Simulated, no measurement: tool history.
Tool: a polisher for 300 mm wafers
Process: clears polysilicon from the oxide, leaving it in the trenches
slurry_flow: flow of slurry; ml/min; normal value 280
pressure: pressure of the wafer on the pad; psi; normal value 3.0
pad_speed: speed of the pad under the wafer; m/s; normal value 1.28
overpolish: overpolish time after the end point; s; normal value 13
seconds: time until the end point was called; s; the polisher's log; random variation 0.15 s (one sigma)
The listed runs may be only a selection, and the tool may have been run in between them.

| run | hour | slurry_flow | pressure | pad_speed | overpolish | incoming thickness of the incoming film, nm | seconds |
|---|---|---|---|---|---|---|---|
| 1 | 0.0 | 280 | 3.0 | 1.28 | 13 | 348.5 | 18.3 |
|  | 10.4 | worn pad replaced by a new one |
| 2 | 15.2 | 280 | 3.0 | 1.28 | 13 | 353.9 | 16.9 |
| 3 | 27.2 | 280 | 3.0 | 1.28 | 13 | 349.0 | 16.7 |
| 4 | 38.5 | 280 | 3.0 | 1.28 | 13 | 349.3 | 17.0 |
| 5 | 47.4 | 225 | 3.0 | 1.14 | 13 | 353.4 | 19.0 |
| 6 | 63.5 | 225 | 3.0 | 1.14 | 13 | 350.9 | 19.1 |
| 7 | 72.4 | 225 | 3.0 | 1.14 | 13 | 346.6 | 19.0 |
| 8 | 87.4 | 280 | 2.7 | 1.28 | 13 | 349.9 | 18.4 |
| 9 | 96.0 | 280 | 2.7 | 1.28 | 13 | 355.8 | 19.2 |
| 10 | 108.3 | 280 | 2.6 | 1.28 | 13 | 345.7 | 19.0 |
| 11 | 146.6 | 280 | 2.6 | 1.28 | 13 | 351.0 | 19.7 |
| 12 | 161.5 | 235 | 3.0 | 1.28 | 13 | 348.9 | 18.8 |
|  | 186.5 | worn pad replaced by a new one |
| 13 | 210.9 | 235 | 3.0 | 1.28 | 13 | 354.0 | 17.4 |
| 14 | 221.2 | 235 | 3.0 | 1.28 | 13 | 351.6 | 17.5 |
| 15 | 230.0 | 280 | 3.0 | 1.28 | 13 | 355.2 | 17.5 |
| 16 | 239.0 | 280 | 3.0 | 1.28 | 13 | 349.0 | 17.3 |
| 17 | 250.1 | 280 | 3.0 | 1.28 | 13 | 347.1 | 17.1 |
| 18 | 265.1 | 280 | 3.0 | 1.28 | 13 | 348.4 | 17.3 |
|  | 276.6 | slurry nozzle cleaned |
| 19 | 280.4 | 345 | 4.0 | 1.28 | 9 | 345.5 | 13.6 |
| 20 | 298.2 | 190 | 3.0 | 1.12 | 13 | 350.3 | 19.3 |
| 21 | 311.4 | 195 | 2.1 | 1.28 | 17 | 350.9 | 21.5 |
| 22 | 320.8 | 280 | 3.0 | 1.62 | 13 | 347.1 | 14.4 |
| 23 | 330.0 | 280 | 3.0 | 1.44 | 8 | 350.9 | 16.0 |
| 24 | 342.2 | 280 | 3.0 | 1.28 | 13 | 347.1 | 17.4 |
|  | 351.7 | worn pad replaced by a new one |
| 25 | 355.8 | 375 | 3.0 | 1.28 | 13 | 350.5 | 15.7 |
| 26 | 398.9 | 280 | 3.0 | 1.28 | 13 | 345.6 | 16.4 |
| 27 | 414.0 | 205 | 3.4 | 1.28 | 19 | 349.3 | 15.7 |
|  | 422.1 | head pressure recalibrated |
| 28 | 422.6 | 235 | 3.0 | 1.28 | 13 | 350.4 | 17.0 |
| 29 | 431.3 | 240 | 3.5 | 1.40 | 8 | 341.9 | 14.0 |
| 30 | 445.3 | 280 | 3.0 | 1.28 | 16 | 355.9 | 17.3 |
| 31 | 496.9 | 255 | 3.5 | 0.94 | 16 | 353.1 | 20.2 |
| 32 | 507.5 | 320 | 3.0 | 1.28 | 5 | 351.4 | 17.8 |
|  | 519.2 | worn pad replaced by a new one |
| 33 | 519.7 | 280 | 3.0 | 1.28 | 7 | 349.5 | 16.4 |
| 34 | 537.1 | 350 | 2.2 | 0.88 | 13 | 350.8 | 24.9 |
| 35 | 554.0 | 280 | 3.0 | 1.28 | 13 | 344.8 | 16.6 |
| 36 | 570.7 | 280 | 3.0 | 1.28 | 19 | 345.2 | 16.9 |

List, for all runs, the conditions of the tool that the log does not record:
deviation of the head's pressure from its setpoint, %: 0 in every run
H1: removal rate lost through wear of the pad, %
H2: slurry flow missing at the pad, %
| run | H1 | H2 |
|---|---|---|
| 1 | 11.9 | 18.3 |
| 2 | 3.2 | 19.8 |
| 3 | 3.84 | 21 |
| 4 | 4.44 | 22.1 |
| 5 | 4.92 | 23 |
| 6 | 5.78 | 24.6 |
| 7 | 6.26 | 25.5 |
| 8 | 7.06 | 27 |
| 9 | 7.52 | 27.8 |
| 10 | 8.18 | 29 |
| 11 | 10.2 | 32.8 |
| 12 | 11 | 34.3 |
| 13 | 1.89 | 39.2 |
| 14 | 2.44 | 40.2 |
| 15 | 2.91 | 41.1 |
| 16 | 3.4 | 41.9 |
| 17 | 3.99 | 43 |
| 18 | 4.79 | 44.5 |
| 19 | 5.61 | 2.91 |
| 20 | 6.57 | 4.67 |
| 21 | 7.27 | 5.98 |
| 22 | 7.78 | 6.91 |
| 23 | 8.27 | 7.82 |
| 24 | 8.92 | 9.02 |
| 25 | 0.395 | 10.4 |
| 26 | 2.7 | 14.6 |
| 27 | 3.51 | 16.1 |
| 28 | 3.97 | 17 |
| 29 | 4.44 | 17.8 |
| 30 | 5.19 | 19.2 |
| 31 | 7.95 | 24.3 |
| 32 | 8.52 | 25.4 |
| 33 | 1.23 | 26.6 |
| 34 | 2.16 | 28.3 |
| 35 | 3.07 | 30 |
| 36 | 3.96 | 31.6 |

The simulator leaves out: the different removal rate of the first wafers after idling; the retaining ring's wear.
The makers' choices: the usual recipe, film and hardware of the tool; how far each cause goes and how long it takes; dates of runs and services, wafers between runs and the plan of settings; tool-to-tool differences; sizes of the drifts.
